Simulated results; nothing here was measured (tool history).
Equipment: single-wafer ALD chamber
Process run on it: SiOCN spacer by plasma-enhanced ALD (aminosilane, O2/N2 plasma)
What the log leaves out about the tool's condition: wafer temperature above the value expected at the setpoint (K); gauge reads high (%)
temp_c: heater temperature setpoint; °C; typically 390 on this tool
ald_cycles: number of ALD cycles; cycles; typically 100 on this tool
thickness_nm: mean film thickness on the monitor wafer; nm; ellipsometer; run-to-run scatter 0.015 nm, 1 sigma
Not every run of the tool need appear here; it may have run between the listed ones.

run	hour	temp_c	ald_cycles	wafers since the last listed run	hours since the last thermocouple change	hours since the gauge calibration	read-back reference wafer on the same gauge, thickness_nm	thickness_nm
1	0	390	91	0	2642.7	176.7	5.552	5.733
2	17.4	390	91	30	2660.1	194.1	5.546	5.75
3	35.8	390	91	32	2678.5	212.5	5.549	5.764
# hour 56.3: gauge calibrated
4	58	390	87	38	2700.7	1.7	5.554	5.483
5	75.2	379	100	29	2717.9	18.9	5.544	6.317
6	100.9	379	100	44	2743.6	44.6	5.545	6.302
7	133	390	111	55	2775.7	76.7	5.551	7.011
8	153.8	390	111	36	2796.5	97.5	5.55	7.007
9	169.7	390	100	27	2812.4	113.4	5.547	6.323
10	200.3	390	90	53	2843	144	5.544	5.683
11	225.6	394	110	44	2868.3	169.3	5.548	6.945
12	238.4	390	100	22	2881.1	182.1	5.555	6.313
13	263.6	400	100	43	2906.3	207.3	5.552	6.314
# hour 281.1: gauge calibrated
# hour 288.4: thermocouple changed; heater temperature recalibrated
14	288.9	396	113	30	0.5	7.8	5.551	7.112
15	310.9	390	106	38	22.5	29.8	5.553	6.686
16	338.7	376	109	48	50.3	57.6	5.555	6.879
17	353.9	377	109	26	65.5	72.8	5.546	6.889
18	381.5	377	109	48	93.1	100.4	5.553	6.876

Describe how what the log doesn't record of the tool's condition differs between the last listed run preceding each entry between runs and the first listed run following it.
Runs 3 to 4: gauge calibrated (hour 56.3)
  nothing in the hidden state changes from one run to the other
Runs 13 to 14: gauge calibrated (hour 281.1); thermocouple changed; heater temperature recalibrated (hour 288.4)
  nothing in the hidden state changes from one run to the other

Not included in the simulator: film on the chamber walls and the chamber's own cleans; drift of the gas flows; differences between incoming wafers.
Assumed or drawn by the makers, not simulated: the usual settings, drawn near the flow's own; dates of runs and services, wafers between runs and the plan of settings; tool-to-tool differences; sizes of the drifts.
